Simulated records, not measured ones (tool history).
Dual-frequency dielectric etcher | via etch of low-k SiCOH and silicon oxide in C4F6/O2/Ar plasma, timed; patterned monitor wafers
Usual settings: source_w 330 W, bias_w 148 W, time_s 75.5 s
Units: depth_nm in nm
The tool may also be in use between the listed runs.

run,day,source_w,bias_w,time_s,"read-back reference wafer on the same gauge, depth_nm",depth_nm
1,0,330,148,75.5,194.9,187.4
# day 0.496: source power generator calibrated
2,3.612,330,148,75.5,194.9,183.2
3,6.054,280,148,60.5,194.9,139.3
4,8.638,330,148,75.5,194.9,183.8
# day 11.008: wet clean of the chamber
5,11.029,330,148,75.5,195.1,184.1
# day 11.65: bias power generator calibrated
6,14.075,330,173,75.5,195.1,198.1
7,16.712,380,170,89.5,195,245.9
8,21.054,280,130,61.5,195.1,133.9
9,23.246,380,148,60.5,195,156.1
# day 26.262: upper electrode replaced
10,27.488,330,148,75.5,195.3,185.7
11,31.592,400,148,92.5,195,242.4
12,34.446,350,119,94,195.1,213.2
13,36.833,390,113,67.5,195.1,155.4
14,39.067,330,148,75.5,195,184.5
# day 39.333: gauge calibrated
# day 42.121: wet clean of the chamber
15,42.142,330,148,75.5,194.9,186.5
16,43.958,330,148,75.5,194.9,185.3
17,50.308,330,117,75.5,194.9,165.2
18,54.346,330,148,93.5,195,228.8
19,57.1,270,148,55.5,195.1,126.6
20,68.1,330,182,75.5,195,202.5
# day 70.279: wet clean of the chamber
21,72.567,280,136,75.5,195.1,168.4

Forecast run 22:
22,74.85,260,128,95.5,?,?

{"run 22": {"read-back reference wafer on the same gauge, depth_nm": 194.9, "depth_nm": 201.9}}
Without the tool's hidden state the same run would have given depth_nm 198.9 nm.
